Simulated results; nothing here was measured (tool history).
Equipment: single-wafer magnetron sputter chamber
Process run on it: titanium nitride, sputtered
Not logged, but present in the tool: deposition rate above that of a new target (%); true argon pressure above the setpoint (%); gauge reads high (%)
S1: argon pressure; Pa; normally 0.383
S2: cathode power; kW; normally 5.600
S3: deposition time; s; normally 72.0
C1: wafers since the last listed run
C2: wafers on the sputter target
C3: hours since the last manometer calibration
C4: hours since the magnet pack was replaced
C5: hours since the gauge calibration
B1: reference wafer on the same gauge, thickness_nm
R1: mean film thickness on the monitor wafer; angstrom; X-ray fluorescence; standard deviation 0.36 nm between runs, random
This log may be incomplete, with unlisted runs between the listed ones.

run,hour,S1,S2,S3,C1,C2,C3,C4,C5,B1,R1
1,0.0,0.383,5.600,72.0,0,4215,2635.4,6732.2,119.8,73.618,729.27
2,16.8,0.383,5.600,62.0,286,4501,2652.2,6749.0,136.6,73.633,629.20
3,80.8,0.383,5.600,62.0,1092,5593,2716.2,6813.0,200.6,73.729,632.45
4,97.4,0.383,5.600,72.0,283,5877,2732.8,6829.6,217.2,73.616,736.29
# hour 123.0: gauge calibrated
5,126.3,0.383,5.600,72.0,493,6370,2761.7,6858.5,3.3,73.700,736.07
# hour 152.6: capacitance manometer re-zeroed and calibrated
6,154.4,0.383,6.500,72.0,342,6713,1.8,6886.6,31.4,73.612,815.72
# hour 171.5: sputter target and shields replaced
7,172.0,0.383,6.500,72.0,163,8,19.4,6904.2,49.0,73.927,859.51
8,195.7,0.383,5.600,72.0,404,412,43.1,6927.9,72.7,73.690,767.97
# hour 207.0: magnet pack replaced
9,225.3,0.383,5.600,81.1,368,781,72.7,18.3,102.3,73.844,860.86
10,259.0,0.383,5.600,66.1,575,1356,106.4,52.0,136.0,73.749,693.09
11,351.5,0.383,5.600,72.0,1578,2934,198.9,144.5,228.5,73.651,746.55
# hour 362.0: gauge calibrated
12,370.9,0.324,6.200,72.0,331,3265,218.3,163.9,8.9,73.671,812.47
13,403.9,0.462,6.450,67.1,563,3828,251.3,196.9,41.9,73.685,742.51
14,418.6,0.383,5.600,72.0,250,4079,266.0,211.6,56.6,73.815,738.03
15,446.9,0.383,6.300,81.6,482,4562,294.3,239.9,84.9,73.726,910.79
16,474.2,0.383,5.600,72.0,465,5028,321.6,267.2,112.2,73.661,733.95

Across each entry between runs, compare the hidden state at the last listed run before it with the hidden state at the first listed run after it:
Run 4 -> run 5: gauge calibrated (hour 123.0)
  deposition rate above that of a new target (%): -5.42 -> -5.53
  difference, measured minus the result without the unlogged condition, R1: -42.21 -> -43.05 angstrom
Run 5 -> run 6: capacitance manometer re-zeroed and calibrated (hour 152.6)
  deposition rate above that of a new target (%): -5.53 -> -5.61
  difference, measured minus the result without the unlogged condition, R1: -43.05 -> -48.47 angstrom
Run 6 -> run 7: sputter target and shields replaced (hour 171.5)
  deposition rate above that of a new target (%): -5.61 -> -0.358
  difference, measured minus the result without the unlogged condition, R1: -48.47 -> -3.09 angstrom
Run 8 -> run 9: magnet pack replaced (hour 207.0)
  deposition rate above that of a new target (%): -1.14 -> -1.95
  difference, measured minus the result without the unlogged condition, R1: -8.82 -> -17.15 angstrom
Run 11 -> run 12: gauge calibrated (hour 362.0)
  deposition rate above that of a new target (%): -4.13 -> -4.33
  difference, measured minus the result without the unlogged condition, R1: -32.12 -> -36.77 angstrom

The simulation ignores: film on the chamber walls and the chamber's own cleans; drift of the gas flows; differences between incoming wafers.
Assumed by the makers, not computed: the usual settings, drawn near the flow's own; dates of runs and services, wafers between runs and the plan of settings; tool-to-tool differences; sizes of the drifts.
